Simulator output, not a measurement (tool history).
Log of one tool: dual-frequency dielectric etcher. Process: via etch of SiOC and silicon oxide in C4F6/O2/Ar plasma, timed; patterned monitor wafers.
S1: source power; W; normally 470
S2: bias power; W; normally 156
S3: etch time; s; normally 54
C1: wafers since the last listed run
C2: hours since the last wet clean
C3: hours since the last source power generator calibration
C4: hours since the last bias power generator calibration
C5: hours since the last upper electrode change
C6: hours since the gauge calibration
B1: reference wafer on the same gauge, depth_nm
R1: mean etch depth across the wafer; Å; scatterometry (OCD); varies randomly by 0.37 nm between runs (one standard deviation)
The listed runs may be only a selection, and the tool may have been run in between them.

Run 1, hour 0.0: usual settings but S3 59 s; C1 0; C2 77.3; C3 1271.6; C4 2543.3; C5 1143.5; C6 1272.7; B1 59.7. Result: R1 736 Å.
Run 2, hour 55.5: usual settings; C1 895; C2 132.8; C3 1327.1; C4 2598.8; C5 1199.0; C6 1328.2; B1 59.8. Result: R1 665 Å.
At hour 125.5: gauge calibrated.
Run 3, hour 145.6: usual settings; C1 1453; C2 222.9; C3 1417.2; C4 2688.9; C5 1289.1; C6 20.1; B1 59.8. Result: R1 670 Å.
Run 4, hour 242.9: usual settings; C1 1569; C2 320.2; C3 1514.5; C4 2786.2; C5 1386.4; C6 117.4; B1 59.7. Result: R1 667 Å.
At hour 353.5: wet clean of the chamber.
Run 5, hour 354.0: usual settings but S2 172 W; C1 1404; C2 0.5; C3 1625.6; C4 2897.3; C5 1497.5; C6 228.5; B1 59.9. Result: R1 689 Å.
Run 6, hour 439.3: usual settings but S2 172 W; C1 1375; C2 85.8; C3 1710.9; C4 2982.6; C5 1582.8; C6 313.8; B1 59.6. Result: R1 682 Å.
Run 7, hour 507.7: usual settings but S2 172 W; C1 1103; C2 154.2; C3 1779.3; C4 3051.0; C5 1651.2; C6 382.2; B1 59.7. Result: R1 682 Å.
Run 8, hour 582.1: usual settings; C1 1199; C2 228.6; C3 1853.7; C4 3125.4; C5 1725.6; C6 456.6; B1 59.8. Result: R1 662 Å.
Run 9, hour 683.5: usual settings; C1 1635; C2 330.0; C3 1955.1; C4 3226.8; C5 1827.0; C6 558.0; B1 59.9. Result: R1 667 Å.
Run 10, hour 776.5: usual settings but S3 63 s; C1 1499; C2 423.0; C3 2048.1; C4 3319.8; C5 1920.0; C6 651.0; B1 59.8. Result: R1 776 Å.
At hour 813.6: wet clean of the chamber.
At hour 868.2: upper electrode replaced.
Run 11, hour 868.7: usual settings but S2 139 W, S3 66 s; C1 712; C2 55.1; C3 2140.3; C4 3412.0; C5 0.5; C6 743.2; B1 59.8. Result: R1 794 Å.
Run 12, hour 964.6: usual settings but S2 139 W, S3 66 s; C1 1546; C2 151.0; C3 2236.2; C4 3507.9; C5 96.4; C6 839.1; B1 59.8. Result: R1 794 Å.
Run 13, hour 1018.6: usual settings; C1 870; C2 205.0; C3 2290.2; C4 3561.9; C5 150.4; C6 893.1; B1 59.8. Result: R1 667 Å.
Run 14, hour 1068.3: usual settings; C1 801; C2 254.7; C3 2339.9; C4 3611.6; C5 200.1; C6 942.8; B1 59.7. Result: R1 666 Å.
Run 15, hour 1116.1: usual settings; C1 770; C2 302.5; C3 2387.7; C4 3659.4; C5 247.9; C6 990.6; B1 59.8. Result: R1 672 Å.
Run 16, hour 1204.3: usual settings but S2 141 W, S3 40 s; C1 1422; C2 390.7; C3 2475.9; C4 3747.6; C5 336.1; C6 1078.8; B1 59.8. Result: R1 482 Å.

For run 17, what comes out?
At hour 1326.2: wet clean of the chamber.
Run 17, hour 1415.4: usual settings but S3 63 s; C1 3017; C2 89.2; C3 2687.0; C4 3958.7; C5 547.2; C6 1289.9; B1 ?. Result: R1 ?.

Run 17 produced B1 59.8, R1 784 Å.
If the tool had no hidden condition, the same run with the same run-to-run variation would have returned R1 784 Å.
